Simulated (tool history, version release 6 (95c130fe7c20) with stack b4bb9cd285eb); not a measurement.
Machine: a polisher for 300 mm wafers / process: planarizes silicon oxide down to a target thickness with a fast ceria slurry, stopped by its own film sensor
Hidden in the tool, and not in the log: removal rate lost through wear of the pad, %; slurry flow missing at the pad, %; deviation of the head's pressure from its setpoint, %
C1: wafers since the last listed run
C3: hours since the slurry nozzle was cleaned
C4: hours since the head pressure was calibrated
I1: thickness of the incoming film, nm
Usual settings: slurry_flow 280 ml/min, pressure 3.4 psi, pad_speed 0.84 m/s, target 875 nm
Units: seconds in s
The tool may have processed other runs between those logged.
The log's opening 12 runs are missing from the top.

Run 13, day 26.954: usual settings; C1 318; wafers polished on this pad 1231; C3 390.5; C4 96.2; I1 1735.3. Result: seconds 65.5 s.
Run 14, day 28.1: usual settings; C1 220; wafers polished on this pad 1452; C3 418; C4 123.7; I1 1737.3. Result: seconds 65.6 s.
Run 15, day 30.017: usual settings; C1 369; wafers polished on this pad 1821; C3 464; C4 169.7; I1 1731.1. Result: seconds 67.1 s.
Run 16, day 32.458: usual settings; C1 470; wafers polished on this pad 2291; C3 522.6; C4 228.3; I1 1723. Result: seconds 64.5 s.
At day 34.296: slurry nozzle cleaned.
Run 17, day 35.383: usual settings; C1 555; wafers polished on this pad 2846; C3 26.1; C4 298.5; I1 1752.8. Result: seconds 66.6 s.
At day 36.108: worn pad replaced by a new one.
Run 18, day 36.412: usual settings but slurry_flow 215 ml/min, pressure 2.9 psi, pad_speed 0.7 m/s, target 686 nm; C1 166; wafers polished on this pad 58; C3 50.8; C4 323.2; I1 1714.8. Result: seconds 104 s.
Run 19, day 38.792: usual settings; C1 458; wafers polished on this pad 516; C3 107.9; C4 380.3; I1 1731.7. Result: seconds 60.8 s.
Run 20, day 41.642: usual settings; C1 548; wafers polished on this pad 1065; C3 176.3; C4 448.7; I1 1722.7. Result: seconds 60.5 s.
Run 21, day 43.812: usual settings but slurry_flow 185 ml/min, pad_speed 0.76 m/s; C1 418; wafers polished on this pad 1483; C3 228.4; C4 500.8; I1 1728.3. Result: seconds 76.1 s.
Run 22, day 46.442: usual settings but pad_speed 0.62 m/s; C1 506; wafers polished on this pad 1989; C3 291.5; C4 563.9; I1 1716.9. Result: seconds 86.5 s.
At day 46.571: head pressure recalibrated.
Run 23, day 47.892: usual settings but pressure 2.6 psi, pad_speed 1.04 m/s; C1 263; wafers polished on this pad 2253; C3 326.3; C4 31.7; I1 1723.3. Result: seconds 70.3 s.
Run 24, day 51.029: usual settings but slurry_flow 235 ml/min, pressure 2.9 psi, pad_speed 0.74 m/s, target 1171 nm; C1 604; wafers polished on this pad 2857; C3 401.6; C4 107; I1 1716.7. Result: seconds 61.3 s.
Run 25, day 52.683: usual settings; C1 318; wafers polished on this pad 3175; C3 441.3; C4 146.7; I1 1727.5. Result: seconds 73.4 s.
At day 53.517: worn pad replaced by a new one.
Run 26, day 57.412: usual settings; C1 878; wafers polished on this pad 749; C3 554.8; C4 260.2; I1 1740.2. Result: seconds 66.2 s.
At day 58.858: slurry nozzle cleaned.
Run 27, day 59.879: usual settings but pressure 3.1 psi, pad_speed 1.14 m/s, target 1134 nm; C1 466; wafers polished on this pad 1216; C3 24.5; C4 319.4; I1 1763.3. Result: seconds 37.6 s.
Run 28, day 60.896: usual settings but pressure 3 psi, pad_speed 0.66 m/s; C1 195; wafers polished on this pad 1412; C3 48.9; C4 343.8; I1 1740.7. Result: seconds 90.8 s.
Run 29, day 63.412: usual settings but pad_speed 0.94 m/s; C1 484; wafers polished on this pad 1897; C3 109.3; C4 404.2; I1 1719.4. Result: seconds 56.2 s.
Run 30, day 68.929: usual settings but slurry_flow 375 ml/min, pad_speed 1.04 m/s; C1 1062; wafers polished on this pad 2959; C3 241.7; C4 536.6; I1 1719.5. Result: seconds 53 s.
At day 69.104: worn pad replaced by a new one.
At day 69.417: head pressure recalibrated.
Run 31, day 70.533: usual settings; C1 260; wafers polished on this pad 259; C3 280.2; C4 26.8; I1 1778.2. Result: seconds 69.2 s.
Run 32, day 71.758: usual settings but pressure 2.3 psi, pad_speed 1.1 m/s; C1 235; wafers polished on this pad 495; C3 309.6; C4 56.2; I1 1715.9. Result: seconds 74.5 s.
Run 33, day 74.038: usual settings; C1 438; wafers polished on this pad 934; C3 364.3; C4 110.9; I1 1756.8. Result: seconds 70.4 s.
Run 34, day 75.308: usual settings but pad_speed 0.94 m/s, target 793 nm; C1 244; wafers polished on this pad 1178; C3 394.8; C4 141.4; I1 1712.2. Result: seconds 63.3 s.
Run 35, day 76.367: usual settings but slurry_flow 360 ml/min, pressure 2.8 psi; C1 203; wafers polished on this pad 1382; C3 420.2; C4 166.8; I1 1774.4. Result: seconds 82.4 s.
Run 36, day 78.217: usual settings but slurry_flow 310 ml/min, pressure 2.9 psi, pad_speed 0.72 m/s, target 732 nm; C1 356; wafers polished on this pad 1738; C3 464.6; C4 211.2; I1 1719.8. Result: seconds 106 s.
Run 37, day 79.267: usual settings; C1 202; wafers polished on this pad 1941; C3 489.8; C4 236.4; I1 1748.3. Result: seconds 69.7 s.

3 options for the next run, each taken on its own from the tool as it stands now. Forecast them:
Run A, day 79.283: usual settings but pad_speed 1.12 m/s; C1 3; wafers polished on this pad 1944; C3 490.2; C4 236.8; I1 1728.7. Result: seconds ?.
Run B, day 79.283: usual settings but pressure 2.6 psi; C1 3; wafers polished on this pad 1944; C3 490.2; C4 236.8; I1 1728.7. Result: seconds ?.
Run C, day 79.283: usual settings but pressure 2.9 psi; C1 3; wafers polished on this pad 1944; C3 490.2; C4 236.8; I1 1728.7. Result: seconds ?.

run  seconds
  A     51.3
  B     89.4
  C     80.2
With the hidden condition removed and each run's random variation left untouched, the same runs would have given:
run  seconds
  A     43.6
  B     75.9
  C     68.1
